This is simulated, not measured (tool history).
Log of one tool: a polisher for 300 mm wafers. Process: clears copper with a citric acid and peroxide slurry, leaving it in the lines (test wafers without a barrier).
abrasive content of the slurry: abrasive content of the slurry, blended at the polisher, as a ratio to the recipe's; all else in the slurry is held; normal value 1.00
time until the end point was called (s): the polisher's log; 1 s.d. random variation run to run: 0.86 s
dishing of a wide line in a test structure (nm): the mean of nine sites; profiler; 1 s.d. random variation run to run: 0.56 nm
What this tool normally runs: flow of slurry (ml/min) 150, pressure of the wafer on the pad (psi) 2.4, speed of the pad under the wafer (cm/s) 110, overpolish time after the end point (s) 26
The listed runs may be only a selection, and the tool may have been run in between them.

run	day	flow of slurry (ml/min)	pressure of the wafer on the pad (psi)	speed of the pad under the wafer (cm/s)	abrasive content of the slurry	overpolish time after the end point (s)	wafers since the last listed run	wafers polished on this pad	hours since the slurry nozzle was cleaned	hours since the head pressure was calibrated	hours since the slurry blender was calibrated	incoming thickness of the incoming film, nm	time until the end point was called (s)	dishing of a wide line in a test structure (nm)
1	0.000	150	2.6	110	0.95	26	0	4	253.6	679.3	258.1	145.0	64.9	38.2
2	0.483	150	2.6	110	0.95	26	119	123	265.2	690.9	269.7	145.6	64.2	38.2
3	0.996	150	2.4	110	1.00	22	126	250	277.5	703.2	282.0	146.3	69.5	32.4
4	1.408	150	2.4	110	1.00	22	101	351	287.4	713.1	291.9	146.7	68.9	32.1
5	2.000	150	2.4	92	1.00	19	145	497	301.6	727.3	306.1	144.6	79.0	25.4
6	2.467	150	2.4	92	1.00	19	114	612	312.8	738.5	317.3	144.3	77.6	24.8
# day 2.992: worn pad replaced by a new one
7	3.704	150	2.4	110	0.80	21	263	175	342.5	768.2	347.0	145.7	73.9	28.7
8	4.079	150	2.4	110	0.80	21	92	268	351.5	777.2	356.0	144.7	74.4	29.6
9	4.808	150	2.4	80	1.15	26	179	447	369.0	794.7	373.5	143.5	86.6	31.6
10	5.554	150	2.4	110	1.00	26	183	631	386.9	812.6	391.4	145.9	71.6	35.0
11	5.846	150	2.4	110	1.00	26	71	703	393.9	819.6	398.4	147.0	71.8	34.8
# day 6.862: worn pad replaced by a new one
12	6.883	150	2.4	110	1.00	19	214	4	418.8	844.5	423.3	144.3	71.1	27.4
# day 7.167: slurry blender recalibrated
13	7.979	150	2.8	142	1.00	22	249	254	445.1	870.8	19.5	142.3	50.8	39.2
14	8.479	150	2.4	110	1.00	26	123	377	457.1	882.8	31.5	142.6	72.6	33.6
15	9.229	150	2.4	110	1.00	26	184	562	475.1	900.8	49.5	144.2	73.3	35.1
16	9.621	150	1.8	110	1.00	15	96	658	484.5	910.2	58.9	144.1	96.5	18.1
# day 10.079: slurry nozzle cleaned
# day 10.308: worn pad replaced by a new one
17	10.329	180	2.4	110	1.00	20	123	5	6.0	927.2	75.9	143.8	63.7	30.4
# day 10.433: head pressure recalibrated
18	10.925	150	2.4	110	0.80	26	126	131	20.3	11.8	90.2	145.4	70.2	35.2
19	11.204	150	2.0	110	1.00	26	68	200	27.0	18.5	96.9	145.4	77.9	32.9
20	11.562	195	2.2	110	0.80	26	88	288	35.6	27.1	105.5	144.6	73.1	34.4
21	11.938	100	1.8	124	1.00	26	92	381	44.6	36.1	114.5	146.0	82.5	31.5
22	12.492	150	2.4	110	1.00	26	136	517	57.9	49.4	127.8	145.6	66.6	36.8
23	13.146	150	2.4	110	1.10	26	161	679	73.6	65.1	143.5	145.3	63.9	37.9
24	13.546	175	2.4	110	0.85	26	98	777	83.2	74.7	153.1	146.3	68.2	36.4
# day 13.946: worn pad replaced by a new one
25	14.246	130	2.4	80	1.25	38	131	73	100.0	91.5	169.9	147.7	82.5	40.7
26	14.738	150	3.2	84	1.25	26	121	194	111.8	103.3	181.7	147.5	60.8	40.5
27	15.217	180	2.4	110	1.00	22	118	312	123.3	114.8	193.2	146.6	66.1	33.5
28	15.892	175	2.4	110	0.85	26	166	479	139.5	131.0	209.4	145.2	68.2	36.3

Measured less the same run without the tool's hidden state. The same run-to-run variation is in both; the gauge's scatter may not be:
The hidden state here: removal rate lost through wear of the pad, %; slurry flow missing at the pad, %; deviation of the head's pressure from its setpoint, %; abrasive missing from the slurry, %.
run	time until the end point was called (s)	dishing of a wide line in a test structure (nm)
1	+2.1	-0.9
2	+2.3	-0.9
3	+2.7	-1.0
4	+2.8	-1.0
5	+3.4	-0.9
6	+3.7	-1.0
7	+4.1	-1.3
8	+4.3	-1.4
9	+5.6	-1.7
10	+5.2	-1.8
11	+5.4	-1.9
12	+6.1	-2.0
13	+5.0	-2.8
14	+7.7	-2.8
15	+8.7	-3.2
16	+12.0	-2.2
17	+0.1	-0.1
18	+0.2	-0.1
19	+0.3	-0.1
20	+0.2	-0.1
21	+0.5	-0.1
22	+0.3	-0.1
23	+0.3	-0.1
24	+0.4	-0.1
25	+0.6	-0.2
26	+0.4	-0.2
27	+0.4	-0.2
28	+0.6	-0.2

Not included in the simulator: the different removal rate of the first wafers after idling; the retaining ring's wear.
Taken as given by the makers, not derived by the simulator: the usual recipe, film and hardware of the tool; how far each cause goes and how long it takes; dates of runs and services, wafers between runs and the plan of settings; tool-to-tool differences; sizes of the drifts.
